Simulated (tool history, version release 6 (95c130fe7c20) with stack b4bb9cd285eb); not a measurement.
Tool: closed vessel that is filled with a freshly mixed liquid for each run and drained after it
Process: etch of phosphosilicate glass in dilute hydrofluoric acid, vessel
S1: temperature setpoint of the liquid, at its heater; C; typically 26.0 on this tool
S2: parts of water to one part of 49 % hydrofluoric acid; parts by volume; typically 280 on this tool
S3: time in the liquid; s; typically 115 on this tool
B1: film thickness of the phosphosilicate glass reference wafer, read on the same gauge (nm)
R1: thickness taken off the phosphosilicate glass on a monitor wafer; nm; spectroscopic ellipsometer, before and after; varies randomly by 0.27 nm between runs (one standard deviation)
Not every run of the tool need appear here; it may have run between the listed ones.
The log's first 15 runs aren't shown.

run 16 hour=1554.6 | S1=22.5 S2=280 S3=85 | B1=121.30 | R1=18.38
run 17 hour=1617.8 | S1=26.0 S2=280 S3=115 | B1=121.79 | R1=28.06
run 18 hour=1705.8 | S1=21.5 S2=380 S3=170 | B1=122.43 | R1=23.96
run 19 hour=1791.8 | S1=29.5 S2=330 S3=150 | B1=122.97 | R1=34.22
run 20 hour=1841.1 | S1=26.0 S2=355 S3=115 | B1=123.28 | R1=21.01
run 21 hour=1933.3 | S1=22.5 S2=385 S3=90 | B1=123.76 | R1=13.24
run 22 hour=2009.8 | S1=26.0 S2=365 S3=115 | B1=124.10 | R1=19.77
run 23 hour=2204.8 | S1=29.0 S2=280 S3=150 | B1=124.77 | R1=41.62
run 24 hour=2281.6 | S1=22.0 S2=380 S3=115 | B1=124.99 | R1=16.59
-- hour=2308.8 thermometer replaced
run 25 hour=2325.3 | S1=26.0 S2=280 S3=115 | B1=125.14 | R1=29.38
run 26 hour=2426.0 | S1=26.0 S2=180 S3=115 | B1=125.41 | R1=49.84
run 27 hour=2474.9 | S1=29.0 S2=230 S3=150 | B1=125.46 | R1=53.51
run 28 hour=2541.1 | S1=30.0 S2=280 S3=115 | B1=125.62 | R1=33.49
run 29 hour=2624.9 | S1=26.0 S2=280 S3=115 | B1=125.75 | R1=28.54
run 30 hour=2673.9 | S1=26.0 S2=280 S3=115 | B1=125.85 | R1=29.45
run 31 hour=2763.5 | S1=26.0 S2=280 S3=115 | B1=125.97 | R1=29.23
-- hour=2788.9 hydrofluoric acid flow meter replaced
run 32 hour=3073.4 | S1=26.0 S2=150 S3=135 | B1=126.33 | R1=73.37
run 33 hour=3160.0 | S1=26.0 S2=280 S3=115 | B1=126.38 | R1=29.73

What if the next run were any one of these 3? Each begins from the tool's condition after run 33:
run A hour=3160.7 | S1=26.0 S2=280 S3=65 | B1=? | R1=?
run B hour=3160.7 | S1=28.5 S2=230 S3=90 | B1=? | R1=?
run C hour=3160.7 | S1=26.0 S2=280 S3=95 | B1=? | R1=?

run=A B1=126.40 R1=16.59
run=B B1=126.40 R1=32.18
run=C B1=126.40 R1=24.25
Take away the tool's hidden state, keep each run's random variation, and the runs would have read:
run=A R1=15.76
run=B R1=30.56
run=C R1=23.03
